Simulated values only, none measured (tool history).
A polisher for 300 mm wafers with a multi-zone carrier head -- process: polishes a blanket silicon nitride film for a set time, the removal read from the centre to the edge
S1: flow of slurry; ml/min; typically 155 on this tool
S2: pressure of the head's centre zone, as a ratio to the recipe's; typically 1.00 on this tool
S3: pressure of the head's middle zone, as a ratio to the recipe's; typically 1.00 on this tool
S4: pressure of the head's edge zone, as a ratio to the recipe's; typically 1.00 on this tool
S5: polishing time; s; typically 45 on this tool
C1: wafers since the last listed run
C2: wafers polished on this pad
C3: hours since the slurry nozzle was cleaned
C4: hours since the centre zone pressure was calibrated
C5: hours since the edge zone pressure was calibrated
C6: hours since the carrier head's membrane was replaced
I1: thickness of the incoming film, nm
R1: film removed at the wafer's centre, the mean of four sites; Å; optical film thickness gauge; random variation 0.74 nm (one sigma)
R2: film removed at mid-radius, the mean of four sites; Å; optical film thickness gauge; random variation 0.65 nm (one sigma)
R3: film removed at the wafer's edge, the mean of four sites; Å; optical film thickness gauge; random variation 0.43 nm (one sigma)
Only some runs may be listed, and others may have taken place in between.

Run 1, day 0.000: usual settings; C1 0; C2 594; C3 269.5; C4 559.5; C5 333.6; C6 520.6; I1 899.6. Result: R1 482 Å, R2 469 Å, R3 481 Å.
At day 0.183: worn pad replaced by a new one.
Run 2, day 0.333: usual settings; C1 54; C2 49; C3 277.5; C4 567.5; C5 341.6; C6 528.6; I1 898.7. Result: R1 505 Å, R2 506 Å, R3 509 Å.
Run 3, day 0.717: usual settings; C1 125; C2 174; C3 286.7; C4 576.7; C5 350.8; C6 537.8; I1 901.0. Result: R1 512 Å, R2 495 Å, R3 508 Å.
Run 4, day 1.250: usual settings but S1 135 ml/min; C1 174; C2 349; C3 299.5; C4 589.5; C5 363.6; C6 550.6; I1 900.3. Result: R1 476 Å, R2 467 Å, R3 491 Å.
Run 5, day 1.867: usual settings but S1 135 ml/min; C1 201; C2 551; C3 314.3; C4 604.3; C5 378.4; C6 565.4; I1 908.2. Result: R1 468 Å, R2 468 Å, R3 479 Å.
At day 2.121: worn pad replaced by a new one.
Run 6, day 2.208: usual settings but S5 55 s; C1 57; C2 28; C3 322.5; C4 612.5; C5 386.6; C6 573.6; I1 910.4. Result: R1 611 Å, R2 606 Å, R3 630 Å.
Run 7, day 2.638: usual settings but S5 55 s; C1 140; C2 169; C3 332.8; C4 622.8; C5 396.9; C6 583.9; I1 898.6. Result: R1 637 Å, R2 616 Å, R3 628 Å.
At day 3.038: slurry nozzle cleaned.
Run 8, day 3.138: usual settings but S5 55 s; C1 150; C2 319; C3 2.4; C4 634.8; C5 408.9; C6 595.9; I1 921.6. Result: R1 616 Å, R2 596 Å, R3 616 Å.
Run 9, day 3.542: usual settings; C1 132; C2 451; C3 12.1; C4 644.5; C5 418.6; C6 605.6; I1 917.0. Result: R1 493 Å, R2 484 Å, R3 484 Å.
At day 3.812: centre zone pressure recalibrated.
Run 10, day 3.942: usual settings; C1 103; C2 555; C3 21.7; C4 3.1; C5 428.2; C6 615.2; I1 901.3. Result: R1 471 Å, R2 489 Å, R3 484 Å.
At day 4.192: carrier head's membrane replaced by a new one, of another model than before.
At day 4.212: worn pad replaced by a new one.
Run 11, day 4.475: usual settings; C1 99; C2 85; C3 34.5; C4 15.9; C5 441.0; C6 6.8; I1 912.1. Result: R1 509 Å, R2 512 Å, R3 512 Å.
Run 12, day 5.079: usual settings but S1 185 ml/min, S4 1.09; C1 197; C2 283; C3 49.0; C4 30.4; C5 455.5; C6 21.3; I1 911.2. Result: R1 529 Å, R2 517 Å, R3 534 Å.
At day 6.054: worn pad replaced by a new one.
Run 13, day 6.212: usual settings but S3 0.89; C1 316; C2 51; C3 76.2; C4 57.6; C5 482.7; C6 48.5; I1 926.0. Result: R1 508 Å, R2 478 Å, R3 516 Å.
At day 6.517: edge zone pressure recalibrated.
Run 14, day 6.871: usual settings but S2 1.07, S3 0.93, S4 1.06, S5 37 s; C1 188; C2 239; C3 92.0; C4 73.4; C5 8.5; C6 64.3; I1 896.4. Result: R1 432 Å, R2 404 Å, R3 428 Å.
Run 15, day 7.446: usual settings but S5 55 s; C1 188; C2 428; C3 105.8; C4 87.2; C5 22.3; C6 78.1; I1 904.9. Result: R1 591 Å, R2 604 Å, R3 597 Å.
At day 7.879: worn pad replaced by a new one.
Run 16, day 7.900: usual settings but S3 1.08, S4 0.96; C1 94; C2 6; C3 116.7; C4 98.1; C5 33.2; C6 89.0; I1 921.6. Result: R1 497 Å, R2 518 Å, R3 499 Å.
Run 17, day 8.429: usual settings but S1 140 ml/min, S2 0.89, S3 0.93, S4 0.94; C1 173; C2 179; C3 129.4; C4 110.8; C5 45.9; C6 101.7; I1 904.6. Result: R1 470 Å, R2 484 Å, R3 479 Å.
Run 18, day 8.704: usual settings but S1 140 ml/min, S5 33 s; C1 90; C2 269; C3 136.0; C4 117.4; C5 52.5; C6 108.3; I1 914.2. Result: R1 354 Å, R2 356 Å, R3 364 Å.
Run 19, day 9.350: usual settings but S5 39 s; C1 211; C2 481; C3 151.5; C4 132.9; C5 68.0; C6 123.8; I1 910.0. Result: R1 415 Å, R2 426 Å, R3 428 Å.
At day 9.921: worn pad replaced by a new one.
Run 20, day 9.942: usual settings but S4 0.88; C1 139; C2 6; C3 165.7; C4 147.1; C5 82.2; C6 138.0; I1 929.5. Result: R1 512 Å, R2 502 Å, R3 490 Å.

Difference, measured minus no-hidden-state, one row per run. Run-to-run variation is common to both terms; the gauge's own scatter need not be:
The tool's hidden condition here consists of: removal rate lost through wear of the pad, %; slurry flow missing at the pad, %; deviation of the centre zone's pressure from its setpoint, %; deviation of the edge zone's pressure from its setpoint, %.
run   R1   R2   R3
  1  -30  -29  -29
  2   -4   -4   -3
  3   -6   -6   -6
  4  -13  -13  -13
  5  -27  -28  -28
  6   -4   -3   -4
  7   -6   -6   -7
  8  -15  -14  -15
  9  -21  -21  -20
 10  -32  -33  -33
 11   -1   -1   -1
 12   -8   -7   -8
 13   -1   -1   -2
 14   -6   -6   -5
 15  -22  -23  -22
 16   -4   -4   -4
 17   -7   -6   -7
 18   -8   -8   -7
 19  -20  -21  -21
 20   -4   -3   -4
